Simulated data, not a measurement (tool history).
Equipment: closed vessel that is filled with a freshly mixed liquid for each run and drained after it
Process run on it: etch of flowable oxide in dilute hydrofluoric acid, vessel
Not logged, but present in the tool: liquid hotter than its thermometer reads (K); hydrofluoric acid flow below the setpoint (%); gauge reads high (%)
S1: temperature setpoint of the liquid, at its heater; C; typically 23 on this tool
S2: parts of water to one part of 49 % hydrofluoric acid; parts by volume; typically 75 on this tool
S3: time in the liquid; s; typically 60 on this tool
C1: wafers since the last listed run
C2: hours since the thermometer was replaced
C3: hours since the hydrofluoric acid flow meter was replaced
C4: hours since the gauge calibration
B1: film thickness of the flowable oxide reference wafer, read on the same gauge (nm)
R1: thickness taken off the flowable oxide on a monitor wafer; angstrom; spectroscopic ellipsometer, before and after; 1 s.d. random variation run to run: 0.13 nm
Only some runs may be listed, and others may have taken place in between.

Run 1, hour 0.0: usual settings but S3 70 s; C1 0; C2 1155.9; C3 1900.8; C4 63.8; B1 110.00. Result: R1 244.6 angstrom.
Run 2, hour 101.4: usual settings but S3 70 s; C1 6422; C2 1257.3; C3 2002.2; C4 165.2; B1 110.00. Result: R1 241.0 angstrom.
Run 3, hour 122.1: usual settings but S3 70 s; C1 1311; C2 1278.0; C3 2022.9; C4 185.9; B1 110.02. Result: R1 240.9 angstrom.
Run 4, hour 140.0: usual settings; C1 1133; C2 1295.9; C3 2040.8; C4 203.8; B1 109.96. Result: R1 207.3 angstrom.
Run 5, hour 174.4: usual settings; C1 2178; C2 1330.3; C3 2075.2; C4 238.2; B1 110.02. Result: R1 205.4 angstrom.
Run 6, hour 194.1: usual settings; C1 1247; C2 1350.0; C3 2094.9; C4 257.9; B1 110.02. Result: R1 205.8 angstrom.
Run 7, hour 219.9: usual settings but S1 22 C; C1 1634; C2 1375.8; C3 2120.7; C4 283.7; B1 109.98. Result: R1 199.5 angstrom.
Run 8, hour 240.9: usual settings; C1 1330; C2 1396.8; C3 2141.7; C4 304.7; B1 110.00. Result: R1 203.8 angstrom.

What will run 9 give?
Run 9, hour 260.8: usual settings; C1 1260; C2 1416.7; C3 2161.6; C4 324.6; B1 ?. Result: R1 ?.

For run 9 the tool returned B1 110.01, R1 205.5 angstrom.
With the hidden condition absent and the run-to-run variation left alone, this run would have shown R1 239.0 angstrom.
